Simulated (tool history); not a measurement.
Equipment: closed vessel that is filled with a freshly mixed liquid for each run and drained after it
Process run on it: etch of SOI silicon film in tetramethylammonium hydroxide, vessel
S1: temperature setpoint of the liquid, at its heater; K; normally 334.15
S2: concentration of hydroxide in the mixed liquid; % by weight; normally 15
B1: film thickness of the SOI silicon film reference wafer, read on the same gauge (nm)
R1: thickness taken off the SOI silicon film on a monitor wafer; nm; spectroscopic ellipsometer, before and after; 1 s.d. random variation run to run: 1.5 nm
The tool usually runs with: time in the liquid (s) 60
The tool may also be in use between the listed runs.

{"run": 1, "day": 0.0, "S1": 334.15, "S2": 15, "time in the liquid (s)": 60, "B1": 150.03, "R1": 175.4}
{"run": 2, "day": 0.508, "S1": 334.15, "S2": 15, "time in the liquid (s)": 60, "B1": 149.98, "R1": 179.3}
{"run": 3, "day": 0.817, "S1": 334.15, "S2": 15, "time in the liquid (s)": 60, "B1": 150, "R1": 177.63}
{"run": 4, "day": 1.546, "S1": 334.15, "S2": 15, "time in the liquid (s)": 45, "B1": 150.01, "R1": 133.37}
{"run": 5, "day": 2.279, "S1": 334.15, "S2": 15, "time in the liquid (s)": 45, "B1": 149.99, "R1": 131.31}
{"run": 6, "day": 2.717, "S1": 334.15, "S2": 15, "time in the liquid (s)": 45, "B1": 150.01, "R1": 131.2}
{"run": 7, "day": 3.192, "S1": 334.15, "S2": 15, "time in the liquid (s)": 60, "B1": 149.99, "R1": 175.21}
{"day": 3.292, "done": "gauge calibrated"}
{"day": 3.538, "done": "thermometer replaced"}
{"run": 8, "day": 3.65, "S1": 326.15, "S2": 18.5, "time in the liquid (s)": 35, "B1": 150.02, "R1": 67.27}
{"day": 3.8, "done": "hydroxide flow meter replaced"}
{"run": 9, "day": 4.442, "S1": 334.15, "S2": 15, "time in the liquid (s)": 60, "B1": 149.99, "R1": 208.59}
{"run": 10, "day": 4.833, "S1": 334.15, "S2": 15, "time in the liquid (s)": 60, "B1": 149.98, "R1": 208.35}
{"run": 11, "day": 5.483, "S1": 334.15, "S2": 11.5, "time in the liquid (s)": 60, "B1": 150, "R1": 236.76}
{"run": 12, "day": 7.221, "S1": 340.15, "S2": 16.5, "time in the liquid (s)": 90, "B1": 149.98, "R1": 423.55}
{"run": 13, "day": 7.821, "S1": 327.15, "S2": 15, "time in the liquid (s)": 30, "B1": 149.98, "R1": 65.54}
{"run": 14, "day": 8.179, "S1": 334.15, "S2": 15, "time in the liquid (s)": 50, "B1": 150.03, "R1": 170.21}

Branching from run 14: 3 alternative next runs. What would each branch give?
{"run": "A", "day": 8.208, "S1": 334.15, "S2": 15, "time in the liquid (s)": 60, "B1": "?", "R1": "?"}
{"run": "B", "day": 8.208, "S1": 334.15, "S2": 19, "time in the liquid (s)": 90, "B1": "?", "R1": "?"}
{"run": "C", "day": 8.208, "S1": 334.15, "S2": 17.5, "time in the liquid (s)": 35, "B1": "?", "R1": "?"}

run=A B1=149.99 R1=207.04
run=B B1=149.99 R1=284.4
run=C B1=149.99 R1=114.42
Had the tool no hidden state, the same runs would have come out as:
run=A R1=212.77
run=B R1=292.26
run=C R1=117.58

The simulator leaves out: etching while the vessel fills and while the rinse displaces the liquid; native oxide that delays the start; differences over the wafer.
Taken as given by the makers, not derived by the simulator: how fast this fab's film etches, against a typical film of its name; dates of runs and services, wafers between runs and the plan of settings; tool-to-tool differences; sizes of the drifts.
